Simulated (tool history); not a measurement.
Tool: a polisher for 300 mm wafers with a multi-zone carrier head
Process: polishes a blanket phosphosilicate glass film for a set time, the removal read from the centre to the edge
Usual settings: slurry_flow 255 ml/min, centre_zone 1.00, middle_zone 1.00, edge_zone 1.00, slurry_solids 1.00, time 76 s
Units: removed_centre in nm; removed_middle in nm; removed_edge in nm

run	hour	slurry_flow	centre_zone	middle_zone	edge_zone	slurry_solids	time	wafers since the last listed run	wafers polished on this pad	hours since the slurry nozzle was cleaned	hours since the centre zone pressure was calibrated	hours since the edge zone pressure was calibrated	hours since the carrier head's membrane was replaced	incoming thickness of the incoming film, nm	removed_centre	removed_middle	removed_edge
1	0.0	255	1.00	0.96	1.00	0.90	76	0	519	354.1	197.9	457.8	1010.0	3623.8	723.3	687.7	713.3
# hour 11.2: slurry nozzle cleaned
# hour 35.1: worn pad replaced by a new one
2	35.6	255	1.00	1.00	1.00	0.85	76	363	5	24.4	233.5	493.4	1045.6	3639.4	712.7	702.1	694.4
3	47.3	255	1.00	1.00	1.00	0.85	76	139	144	36.1	245.2	505.1	1057.3	3632.0	717.4	693.4	701.5
4	75.3	255	1.00	1.00	1.00	0.85	76	333	477	64.1	273.2	533.1	1085.3	3590.7	713.5	695.8	695.6
5	100.5	255	1.00	1.00	1.00	1.00	76	299	777	89.3	298.4	558.3	1110.5	3618.2	754.8	735.8	744.0
# hour 115.6: worn pad replaced by a new one
6	118.8	255	1.00	1.00	1.00	1.00	76	170	38	107.6	316.7	576.6	1128.8	3634.3	746.0	740.7	730.7
7	152.8	255	1.00	1.00	1.00	1.00	76	404	442	141.6	350.7	610.6	1162.8	3624.8	747.0	749.8	738.0
# hour 173.7: centre zone pressure recalibrated
8	185.2	255	0.92	1.00	1.00	1.00	54	361	804	174.0	11.5	643.0	1195.2	3571.3	487.0	519.4	527.2
# hour 203.4: worn pad replaced by a new one
# hour 207.2: edge zone pressure recalibrated
9	210.4	255	1.00	1.09	1.00	1.15	76	228	59	199.2	36.7	3.2	1220.4	3675.3	773.2	841.0	770.7
10	223.3	255	1.00	1.00	1.00	1.00	76	153	213	212.1	49.6	16.1	1233.3	3618.2	747.5	747.4	739.7
11	253.2	255	0.95	1.00	1.00	1.00	59	355	568	242.0	79.5	46.0	1263.2	3555.0	552.4	578.0	565.3
12	274.1	255	1.00	1.00	1.00	1.00	76	248	817	262.9	100.4	66.9	1284.1	3589.0	748.6	728.5	738.3
# hour 283.5: worn pad replaced by a new one
# hour 302.4: slurry nozzle cleaned
13	308.0	255	1.00	1.00	0.96	1.00	76	343	278	5.6	134.3	100.8	1318.0	3561.4	738.1	763.7	729.4
# hour 332.3: carrier head's membrane replaced by a new one
# hour 372.1: worn pad replaced by a new one
14	403.3	340	1.00	0.97	1.00	1.00	95	1026	371	100.9	229.6	196.1	71.0	3622.1	962.1	939.2	934.2
15	419.7	335	1.11	1.08	1.00	0.85	76	195	566	117.3	246.0	212.5	87.4	3569.0	809.9	749.0	707.2

4 ways to go on from here, each from the tool as it stands after run 15. What would each give?
A	420.1	255	1.00	1.00	1.00	1.00	76	4	571	117.7	246.4	212.9	87.8	3672.3	?	?	?
B	420.1	230	1.00	0.90	1.08	0.75	76	4	571	117.7	246.4	212.9	87.8	3672.3	?	?	?
C	420.1	255	1.00	1.09	1.00	1.00	76	4	571	117.7	246.4	212.9	87.8	3672.3	?	?	?
D	420.1	255	1.00	1.00	0.96	1.25	76	4	571	117.7	246.4	212.9	87.8	3672.3	?	?	?

run	removed_centre	removed_middle	removed_edge
A	748.9	728.7	731.5
B	673.2	600.7	686.5
C	749.4	784.1	730.6
D	805.0	783.3	771.1
Without the tool's hidden state the same runs would have given:
run	removed_centre	removed_middle	removed_edge
A	748.9	728.7	731.5
B	673.2	600.7	686.5
C	749.4	784.1	730.6
D	805.0	783.3	771.1
